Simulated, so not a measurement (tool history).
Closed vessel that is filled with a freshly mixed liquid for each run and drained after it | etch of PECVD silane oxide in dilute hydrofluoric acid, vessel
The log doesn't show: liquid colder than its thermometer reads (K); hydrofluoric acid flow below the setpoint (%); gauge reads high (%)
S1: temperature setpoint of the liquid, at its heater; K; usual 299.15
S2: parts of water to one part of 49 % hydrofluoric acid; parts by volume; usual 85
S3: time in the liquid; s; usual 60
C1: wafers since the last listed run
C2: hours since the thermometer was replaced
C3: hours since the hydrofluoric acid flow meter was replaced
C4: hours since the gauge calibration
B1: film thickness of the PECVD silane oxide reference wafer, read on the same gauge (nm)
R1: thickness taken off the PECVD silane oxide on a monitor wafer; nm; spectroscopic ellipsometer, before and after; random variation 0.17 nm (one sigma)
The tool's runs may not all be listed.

run     day      S1   S2  S3     C1      C2      C3      C4     B1     R1
  1       0  299.15   85  40      0  1409.5  1216.2   597.6  49.98  20.89
  2   3.433  299.15   85  40   7012  1491.9  1298.6     680  49.98  20.85
  3   5.579  299.15   85  60   4382  1543.4  1350.1   731.5  49.99  31.47
  4     8.4  299.15   85  60   5761  1611.1  1417.8   799.2     50  31.41
  5  11.854  299.15   85  50   7054    1694  1500.7   882.1     50     26
  6  14.254  299.15   85  50   4901  1751.6  1558.3   939.7  49.98  26.26
  7  17.608  299.15   85  60   6850  1832.1  1638.8  1020.2  49.99  31.16
  8  20.921  299.15   85  60   6765  1911.6  1718.3  1099.7  49.98  31.21
  9  23.725  299.15   85  60   5727  1978.9  1785.6    1167  49.98  31.02
 10  26.058  299.15   85  60   4765  2034.9  1841.6    1223  50.01  30.92
 11  28.838  299.15   85  60   5676  2101.6  1908.3  1289.7  49.99  31.13
 12  32.083  299.15   65  35   6629  2179.5  1986.2  1367.6  50.03  24.25
     33.246  -- hydrofluoric acid flow meter replaced
 13  36.767  299.15   65  35   9480  2291.9    84.5    1480  49.98  24.18
 14  40.504  299.15   65  35   7633  2381.6   174.2  1569.7  50.01  24.35
 15  44.783  294.65   85  50   8739  2484.3   276.9  1672.4  49.98  21.43
     46.479  -- thermometer replaced
 16  47.725  299.15   85  50   5923    29.9   347.5    1743  49.97  26.85
 17  51.838  299.15   85  60   8399   128.6   446.2  1841.7  49.99  31.69
 18  54.454  299.15  120  50   5344   191.4     509  1904.5  50.01  18.02
     56.767  -- gauge calibrated
 19  56.979  302.65   85  60   5157     252   569.6     5.1  50.02  36.38
 20  60.167  296.15  120  60   6510   328.5   646.1    81.6  50.01  19.19
 21  64.462  302.15   85  30   8773   431.6   749.2   184.7     50     18
 22  66.629  299.15   85  60   4425   483.6   801.2   236.7     50  31.85
 23  68.996  295.65   85  60   4833   540.4     858   293.5     50  27.46
 24  70.754  299.15   45  30   3591   582.6   900.2   335.7  49.99  31.53
 25  75.012  296.15   85  60   8697   684.8  1002.4   437.9     50  27.79
 26  78.225  299.15   85  75   6561   761.9  1079.5     515  50.02  39.54
 27    80.5  299.15   85  60   4646   816.5  1134.1   569.6     50  31.74
 28   87.35  299.15   85  60  13990   980.9  1298.5     734  50.01  31.54

5 ways to go on from here, each from the tool as it stands after run 28. What would each give?
  A  87.379  295.15   85  60  59  981.6  1299.2  734.7   ?   ?
  B  87.379  301.15  105  75  59  981.6  1299.2  734.7   ?   ?
  C  87.379  299.15   60  40  59  981.6  1299.2  734.7   ?   ?
  D  87.379  297.65   60  60  59  981.6  1299.2  734.7   ?   ?
  E  87.379  299.15  105  50  59  981.6  1299.2  734.7   ?   ?

run     B1     R1
  A  50.01  26.64
  B  50.01  33.33
  C  50.01  30.55
  D  50.01  43.13
  E  50.01  20.57
Without the tool's hidden state the same runs would have given:
run     R1
  A  27.06
  B  33.82
  C  31.02
  D   43.8
  E  20.88

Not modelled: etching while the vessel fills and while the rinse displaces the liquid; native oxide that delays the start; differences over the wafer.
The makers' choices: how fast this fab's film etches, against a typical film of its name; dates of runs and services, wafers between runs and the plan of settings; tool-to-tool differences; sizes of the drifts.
